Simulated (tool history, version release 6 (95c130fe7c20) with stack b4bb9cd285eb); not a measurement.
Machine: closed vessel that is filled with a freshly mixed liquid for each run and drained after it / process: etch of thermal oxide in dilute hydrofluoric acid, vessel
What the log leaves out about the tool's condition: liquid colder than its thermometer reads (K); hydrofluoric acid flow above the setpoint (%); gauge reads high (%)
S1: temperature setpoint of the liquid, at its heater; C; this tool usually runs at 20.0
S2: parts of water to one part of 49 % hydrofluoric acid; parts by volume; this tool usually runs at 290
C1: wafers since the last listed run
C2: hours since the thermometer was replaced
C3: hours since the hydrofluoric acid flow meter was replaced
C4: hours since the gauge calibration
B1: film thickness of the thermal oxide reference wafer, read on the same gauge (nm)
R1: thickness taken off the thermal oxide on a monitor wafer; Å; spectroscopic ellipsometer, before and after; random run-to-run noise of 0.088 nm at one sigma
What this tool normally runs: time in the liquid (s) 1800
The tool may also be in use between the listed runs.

run 1 hour=0.0 | S1=20.0 S2=375 time_in_the_liquid_(s)=1800 | C1=0 C2=250.9 C3=401.6 C4=279.7 | B1=119.99 | R1=149.9
run 2 hour=48.9 | S1=20.0 S2=375 time_in_the_liquid_(s)=1800 | C1=1999 C2=299.8 C3=450.5 C4=328.6 | B1=120.00 | R1=151.0
run 3 hour=81.7 | S1=20.0 S2=290 time_in_the_liquid_(s)=1800 | C1=1341 C2=332.6 C3=483.3 C4=361.4 | B1=120.01 | R1=210.9
run 4 hour=97.2 | S1=20.0 S2=395 time_in_the_liquid_(s)=2560 | C1=633 C2=348.1 C3=498.8 C4=376.9 | B1=119.99 | R1=200.8
run 5 hour=120.5 | S1=20.0 S2=395 time_in_the_liquid_(s)=2560 | C1=952 C2=371.4 C3=522.1 C4=400.2 | B1=120.01 | R1=201.7
run 6 hour=147.9 | S1=17.5 S2=290 time_in_the_liquid_(s)=2595 | C1=1120 C2=398.8 C3=549.5 C4=427.6 | B1=120.00 | R1=277.1
-- hour=171.8 hydrofluoric acid flow meter replaced
run 7 hour=172.3 | S1=17.5 S2=290 time_in_the_liquid_(s)=2595 | C1=956 C2=423.2 C3=0.5 C4=452.0 | B1=120.00 | R1=266.9
-- hour=175.3 gauge calibrated
run 8 hour=194.4 | S1=17.5 S2=290 time_in_the_liquid_(s)=2595 | C1=903 C2=445.3 C3=22.6 C4=19.1 | B1=119.98 | R1=268.1
run 9 hour=213.5 | S1=20.0 S2=290 time_in_the_liquid_(s)=1800 | C1=781 C2=464.4 C3=41.7 C4=38.2 | B1=120.01 | R1=204.4
run 10 hour=248.1 | S1=20.0 S2=290 time_in_the_liquid_(s)=1800 | C1=1414 C2=499.0 C3=76.3 C4=72.8 | B1=120.00 | R1=205.3
run 11 hour=273.2 | S1=18.5 S2=210 time_in_the_liquid_(s)=2560 | C1=1026 C2=524.1 C3=101.4 C4=97.9 | B1=120.01 | R1=412.6
run 12 hour=290.3 | S1=20.0 S2=375 time_in_the_liquid_(s)=1800 | C1=699 C2=541.2 C3=118.5 C4=115.0 | B1=120.01 | R1=148.2
run 13 hour=309.4 | S1=23.0 S2=175 time_in_the_liquid_(s)=1200 | C1=781 C2=560.3 C3=137.6 C4=134.1 | B1=120.00 | R1=284.8
run 14 hour=343.9 | S1=20.0 S2=290 time_in_the_liquid_(s)=1800 | C1=1410 C2=594.8 C3=172.1 C4=168.6 | B1=120.02 | R1=206.8
-- hour=347.0 thermometer replaced
run 15 hour=361.9 | S1=20.0 S2=375 time_in_the_liquid_(s)=1355 | C1=695 C2=14.9 C3=190.1 C4=186.6 | B1=120.01 | R1=111.1
run 16 hour=396.2 | S1=20.0 S2=160 time_in_the_liquid_(s)=1295 | C1=1402 C2=49.2 C3=224.4 C4=220.9 | B1=119.99 | R1=306.6
run 17 hour=413.0 | S1=24.0 S2=345 time_in_the_liquid_(s)=2800 | C1=686 C2=66.0 C3=241.2 C4=237.7 | B1=120.00 | R1=299.2
run 18 hour=427.3 | S1=17.0 S2=185 time_in_the_liquid_(s)=1800 | C1=584 C2=80.3 C3=255.5 C4=252.0 | B1=119.99 | R1=319.6
run 19 hour=444.6 | S1=23.5 S2=290 time_in_the_liquid_(s)=1800 | C1=707 C2=97.6 C3=272.8 C4=269.3 | B1=120.01 | R1=236.1
run 20 hour=458.4 | S1=17.5 S2=170 time_in_the_liquid_(s)=1205 | C1=564 C2=111.4 C3=286.6 C4=283.1 | B1=120.01 | R1=241.3

List, for all runs, the conditions of the tool that the log does not record:
liquid colder than its thermometer reads (K): 0 on each run
gauge reads high (%): 0 on each run
H1: hydrofluoric acid flow above the setpoint (%)
run=1 H1=2.23
run=2 H1=2.5
run=3 H1=2.69
run=4 H1=2.77
run=5 H1=2.9
run=6 H1=3.05
run=7 H1=0.276
run=8 H1=0.398
run=9 H1=0.503
run=10 H1=0.694
run=11 H1=0.832
run=12 H1=0.927
run=13 H1=1.03
run=14 H1=1.22
run=15 H1=1.32
run=16 H1=1.51
run=17 H1=1.6
run=18 H1=1.68
run=19 H1=1.78
run=20 H1=1.85
